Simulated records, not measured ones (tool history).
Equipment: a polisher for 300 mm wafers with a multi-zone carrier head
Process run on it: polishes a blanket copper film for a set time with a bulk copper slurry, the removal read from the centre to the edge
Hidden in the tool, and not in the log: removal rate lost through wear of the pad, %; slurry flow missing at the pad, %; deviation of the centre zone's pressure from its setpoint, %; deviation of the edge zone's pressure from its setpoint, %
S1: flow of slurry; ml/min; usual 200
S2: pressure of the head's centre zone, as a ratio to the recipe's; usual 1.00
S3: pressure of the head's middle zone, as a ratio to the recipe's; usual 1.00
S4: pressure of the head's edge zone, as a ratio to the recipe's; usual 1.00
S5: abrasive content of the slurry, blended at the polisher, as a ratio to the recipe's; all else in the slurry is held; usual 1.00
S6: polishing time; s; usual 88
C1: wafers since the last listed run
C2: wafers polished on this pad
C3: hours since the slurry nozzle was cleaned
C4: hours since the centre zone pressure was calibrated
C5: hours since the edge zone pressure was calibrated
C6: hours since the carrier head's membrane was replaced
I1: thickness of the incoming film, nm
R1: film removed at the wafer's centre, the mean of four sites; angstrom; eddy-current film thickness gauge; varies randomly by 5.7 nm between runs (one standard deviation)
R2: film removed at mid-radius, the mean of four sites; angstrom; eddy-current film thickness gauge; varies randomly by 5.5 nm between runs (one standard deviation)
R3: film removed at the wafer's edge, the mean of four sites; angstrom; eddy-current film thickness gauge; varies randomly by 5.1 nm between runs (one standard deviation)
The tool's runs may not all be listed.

run   hour   S1    S2    S3    S4    S5  S6   C1    C2     C3     C4      C5      C6      I1    R1    R2    R3
  1    0.0  200  1.00  1.00  1.00  1.00  88    0   593   44.2  130.4   566.6  1343.7  4696.1  7271  7225  7320
  2   70.6  200  1.00  1.00  1.00  1.00  88  516  1109  114.8  201.0   637.2  1414.3  4642.2  7181  7300  7275
  3  113.2  200  1.00  1.00  1.00  1.00  88  311  1421  157.4  243.6   679.8  1456.9  4620.6  7244  7244  7256
     179.8  -- worn pad replaced by a new one
  4  180.3  200  1.00  1.00  0.97  1.15  88  461     3  224.5  310.7   746.9  1524.0  4704.8  7345  7355  7301
  5  237.5  200  1.00  1.00  0.97  1.15  88  418   422  281.7  367.9   804.1  1581.2  4647.6  7172  7246  7319
  6  292.2  220  1.00  1.05  1.00  1.00  88  400   822  336.4  422.6   858.8  1635.9  4625.1  7009  7452  7153
     354.2  -- slurry nozzle cleaned
  7  360.6  200  1.00  1.00  1.00  1.00  88  493  1316    6.4  491.0   927.2  1704.3  4703.2  7338  7369  7309
     366.9  -- centre zone pressure recalibrated
     380.5  -- carrier head's membrane replaced by a new one
  8  398.7  200  1.00  1.00  1.00  1.00  88  227  1544   44.5   31.8   965.3    18.2  4582.4  7349  7374  7359
     420.7  -- worn pad replaced by a new one
  9  482.6  200  1.00  1.00  1.00  1.00  88  584   452  128.4  115.7  1049.2   102.1  4625.3  7193  7319  7299
 10  522.2  135  1.00  1.00  0.91  1.00  88  289   742  168.0  155.3  1088.8   141.7  4657.8  6763  6871  6631
 11  557.4  200  1.00  1.11  1.00  1.30  88  257  1000  203.2  190.5  1124.0   176.9  4709.5  7627  8415  7664
     616.0  -- edge zone pressure recalibrated
 12  624.8  200  0.89  1.00  1.00  1.00  65  478  1479  270.6  257.9     8.8   244.3  4694.6  4604  5298  5263
     685.9  -- worn pad replaced by a new one
 13  724.0  200  1.00  0.91  1.00  1.15  88  697   278  369.8  357.1   108.0   343.5  4678.7  7123  6653  7351
     755.5  -- slurry nozzle cleaned
     784.5  -- centre zone pressure recalibrated
 14  846.7  200  1.00  1.00  1.00  1.00  88  876  1155   91.2   62.2   230.7   466.2  4596.4  7291  7339  7263
 15  910.2  200  1.00  1.00  1.00  1.00  88  464  1620  154.7  125.7   294.2   529.7  4672.1  7221  7187  7221
 16  951.4  180  1.00  1.00  1.00  1.00  63  301  1921  195.9  166.9   335.4   570.9  4575.7  5007  5108  5043
     992.5  -- worn pad replaced by a new one
 17  992.9  200  1.00  0.90  1.00  1.00  79  274     3  237.4  208.4   376.9   612.4  4658.2  6346  5858  6519

Forecast run 18:
 18  1052.8  200  1.10  1.08  0.94  1.00  88  438  441  297.3  268.3  436.8  672.3  4743.0   ?   ?   ?

R1: 7666 angstrom
R2: 7510 angstrom
R3: 6954 angstrom
If the tool had no hidden condition, the same run with the same run-to-run variation would have returned R1 8047 angstrom, R2 7840 angstrom, R3 7176 angstrom.
